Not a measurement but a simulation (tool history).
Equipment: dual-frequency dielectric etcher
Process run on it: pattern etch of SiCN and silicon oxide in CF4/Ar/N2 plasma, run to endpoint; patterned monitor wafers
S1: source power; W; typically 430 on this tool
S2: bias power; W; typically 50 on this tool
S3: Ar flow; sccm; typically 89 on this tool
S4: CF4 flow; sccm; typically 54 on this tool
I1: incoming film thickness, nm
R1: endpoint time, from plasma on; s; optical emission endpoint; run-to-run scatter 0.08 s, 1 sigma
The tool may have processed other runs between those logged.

Run 1, day 0: usual settings but S1 410 W; I1 17.32. Result: R1 26.8 s.
Run 2, day 1.483: usual settings but S3 106 sccm; I1 17.36. Result: R1 27.1 s.
Run 3, day 2.979: usual settings but S3 81 sccm; I1 17.4. Result: R1 25.9 s.
Run 4, day 3.604: usual settings but S3 81 sccm; I1 17.33. Result: R1 25.7 s.
At day 4.046: bias power generator calibrated.
At day 5.65: upper electrode replaced.
Run 5, day 5.671: usual settings but S3 80 sccm; I1 17.42. Result: R1 25.7 s.
Run 6, day 5.683: usual settings but S3 80 sccm; I1 17.38. Result: R1 25.6 s.
At day 6.083: CF4 flow controller replaced.
Run 7, day 6.567: usual settings but S3 80 sccm; I1 17.24. Result: R1 25.4 s.
Run 8, day 7.392: usual settings; I1 17.29. Result: R1 25.8 s.
Run 9, day 8.342: usual settings; I1 17.25. Result: R1 25.8 s.
Run 10, day 9.15: usual settings; I1 17.24. Result: R1 25.8 s.
At day 10.875: wet clean of the chamber.
Run 11, day 10.896: usual settings but S1 390 W; I1 17.26. Result: R1 28.2 s.
At day 11.396: Ar flow controller replaced.
At day 11.479: source power generator calibrated.
Run 12, day 11.525: usual settings but S1 410 W; I1 17.31. Result: R1 27.6 s.
Run 13, day 12.388: usual settings but S2 39 W, S4 41 sccm; I1 17. Result: R1 29.4 s.
Run 14, day 14.488: usual settings but S2 57 W, S3 77 sccm; I1 17.24. Result: R1 25.5 s.
Run 15, day 15.762: usual settings; I1 17.45. Result: R1 27 s.
Run 16, day 16.3: usual settings but S1 360 W, S3 96 sccm; I1 17.36. Result: R1 29.8 s.
Run 17, day 16.812: usual settings but S3 101 sccm, S4 46 sccm; I1 17.11. Result: R1 28 s.
Run 18, day 17.408: usual settings but S2 55 W, S4 41 sccm; I1 17.2. Result: R1 27.5 s.
Run 19, day 18.788: usual settings but S1 370 W, S2 60 W, S3 106 sccm, S4 64 sccm; I1 17.38. Result: R1 27.8 s.
Run 20, day 19.862: usual settings but S1 340 W, S2 40 W, S3 104 sccm; I1 17.21. Result: R1 31.8 s.
Run 21, day 20.488: usual settings but S2 46 W; I1 17.32. Result: R1 26.9 s.
Run 22, day 21.475: usual settings but S1 390 W, S2 55 W, S3 103 sccm, S4 49 sccm; I1 17.27. Result: R1 28.5 s.
Run 23, day 22.633: usual settings but S2 57 W; I1 17.31. Result: R1 25.7 s.

Difference, measured minus no-hidden-state, one row per run. Run-to-run variation is common to both terms; the gauge's own scatter need not be:
Hidden state at play: etch rate over this chamber's usual, %; source power that arrives over what is set, %; bias power that arrives over what is set, %; Ar flow that arrives over what is set, %; CF4 flow that arrives over what is set, %.
run    R1
  1  -0.6
  2  -0.7
  3  -0.7
  4  -0.7
  5  -0.8
  6  -0.8
  7  -0.8
  8  -0.9
  9  -0.9
 10    -1
 11  +0.1
 12  +0.2
 13  +0.1
 14    +0
 15    +0
 16    +0
 17  -0.1
 18  -0.1
 19  -0.2
 20  -0.3
 21  -0.3
 22  -0.3
 23  -0.3
